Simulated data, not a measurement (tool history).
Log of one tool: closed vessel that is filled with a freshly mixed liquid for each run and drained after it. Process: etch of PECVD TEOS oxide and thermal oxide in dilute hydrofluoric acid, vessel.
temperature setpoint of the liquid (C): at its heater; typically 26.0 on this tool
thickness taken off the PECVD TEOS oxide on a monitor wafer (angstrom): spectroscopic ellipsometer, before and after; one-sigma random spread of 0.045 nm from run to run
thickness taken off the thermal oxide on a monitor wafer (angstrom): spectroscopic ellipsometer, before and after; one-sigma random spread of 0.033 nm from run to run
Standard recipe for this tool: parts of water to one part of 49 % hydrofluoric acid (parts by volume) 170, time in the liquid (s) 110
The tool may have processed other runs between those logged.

| run | day | temperature setpoint of the liquid (C) | parts of water to one part of 49 % hydrofluoric acid (parts by volume) | time in the liquid (s) | wafers since the last listed run | hours since the thermometer was replaced | hours since the hydrofluoric acid flow meter was replaced | hours since the gauge calibration | read-back film thickness of the PECVD TEOS oxide reference wafer, read on the same gauge (nm) | read-back film thickness of the thermal oxide reference wafer, read on the same gauge (nm) | thickness taken off the PECVD TEOS oxide on a monitor wafer (angstrom) | thickness taken off the thermal oxide on a monitor wafer (angstrom) |
|---|---|---|---|---|---|---|---|---|---|---|---|---|
| 1 | 0.000 | 26.0 | 170 | 110 | 0 | 605.7 | 891.9 | 397.1 | 120.00 | 89.977 | 106.5 | 32.53 |
| 2 | 2.942 | 26.0 | 170 | 110 | 8505 | 676.3 | 962.5 | 467.7 | 119.98 | 89.980 | 107.2 | 31.89 |
| 3 | 7.371 | 26.0 | 170 | 110 | 12806 | 782.6 | 1068.8 | 574.0 | 119.99 | 90.006 | 107.7 | 32.67 |
| 4 | 11.729 | 26.0 | 170 | 110 | 12602 | 887.2 | 1173.4 | 678.6 | 120.03 | 90.023 | 108.8 | 32.79 |
| 5 | 14.288 | 26.0 | 170 | 110 | 7397 | 948.6 | 1234.8 | 740.0 | 119.98 | 90.002 | 109.3 | 32.66 |
| 6 | 17.338 | 26.0 | 170 | 110 | 8819 | 1021.8 | 1308.0 | 813.2 | 120.06 | 90.032 | 109.4 | 32.56 |
| 7 | 19.875 | 26.0 | 170 | 110 | 7337 | 1082.7 | 1368.9 | 874.1 | 119.99 | 89.993 | 109.6 | 32.73 |
|  | 20.292 | hydrofluoric acid flow meter replaced |
| 8 | 23.788 | 26.0 | 215 | 110 | 11192 | 1176.6 | 83.9 | 968.0 | 119.95 | 90.027 | 77.0 | 23.02 |
| 9 | 26.950 | 26.0 | 215 | 110 | 9144 | 1252.5 | 159.8 | 1043.9 | 119.96 | 89.982 | 77.5 | 23.11 |
|  | 27.271 | thermometer replaced |
| 10 | 31.267 | 28.0 | 135 | 135 | 12361 | 95.9 | 263.4 | 1147.5 | 120.01 | 89.971 | 180.3 | 54.92 |
| 11 | 32.975 | 24.0 | 170 | 75 | 4939 | 136.9 | 304.4 | 1188.5 | 120.01 | 89.987 | 65.1 | 19.86 |
| 12 | 36.454 | 30.0 | 170 | 110 | 10059 | 220.4 | 387.9 | 1272.0 | 120.00 | 89.952 | 120.5 | 36.70 |
| 13 | 38.996 | 31.0 | 170 | 110 | 7349 | 281.4 | 448.9 | 1333.0 | 120.04 | 90.002 | 125.1 | 38.42 |
| 14 | 43.192 | 26.0 | 170 | 110 | 12132 | 382.1 | 549.6 | 1433.7 | 120.01 | 90.017 | 104.8 | 31.55 |
|  | 43.558 | gauge calibrated |
| 15 | 45.304 | 22.5 | 200 | 110 | 6108 | 432.8 | 600.3 | 41.9 | 119.98 | 89.996 | 76.0 | 23.51 |
| 16 | 47.500 | 22.0 | 195 | 90 | 6349 | 485.5 | 653.0 | 94.6 | 119.99 | 89.969 | 62.7 | 19.17 |
| 17 | 49.621 | 26.0 | 170 | 45 | 6132 | 536.4 | 703.9 | 145.5 | 120.00 | 89.997 | 43.2 | 13.09 |
| 18 | 52.950 | 22.5 | 140 | 170 | 9626 | 616.3 | 783.8 | 225.4 | 120.01 | 90.010 | 179.7 | 54.04 |
| 19 | 57.388 | 26.0 | 170 | 110 | 12831 | 722.8 | 890.3 | 331.9 | 120.04 | 89.978 | 106.6 | 32.43 |

Forecast each of these 5 alternatives for the next run:
| A | 57.417 | 26.0 | 220 | 110 | 84 | 723.5 | 891.0 | 332.6 | ? | ? | ? | ? |
| B | 57.417 | 26.0 | 140 | 85 | 84 | 723.5 | 891.0 | 332.6 | ? | ? | ? | ? |
| C | 57.417 | 28.5 | 170 | 110 | 84 | 723.5 | 891.0 | 332.6 | ? | ? | ? | ? |
| D | 57.417 | 26.0 | 220 | 65 | 84 | 723.5 | 891.0 | 332.6 | ? | ? | ? | ? |
| E | 57.417 | 30.0 | 170 | 145 | 84 | 723.5 | 891.0 | 332.6 | ? | ? | ? | ? |

| run | read-back film thickness of the PECVD TEOS oxide reference wafer, read on the same gauge (nm) | read-back film thickness of the thermal oxide reference wafer, read on the same gauge (nm) | thickness taken off the PECVD TEOS oxide on a monitor wafer (angstrom) | thickness taken off the thermal oxide on a monitor wafer (angstrom) |
|---|---|---|---|---|
| A | 119.99 | 90.012 | 77.9 | 23.03 |
| B | 119.99 | 90.012 | 103.5 | 30.58 |
| C | 119.99 | 90.012 | 116.7 | 34.50 |
| D | 119.99 | 90.012 | 46.0 | 13.61 |
| E | 119.99 | 90.012 | 162.3 | 47.98 |
Stripped of hidden state, with their random variation kept, the same runs would have yielded:
| run | thickness taken off the PECVD TEOS oxide on a monitor wafer (angstrom) | thickness taken off the thermal oxide on a monitor wafer (angstrom) |
|---|---|---|
| A | 74.3 | 21.97 |
| B | 99.0 | 29.26 |
| C | 111.5 | 32.96 |
| D | 43.9 | 12.98 |
| E | 155.1 | 45.83 |
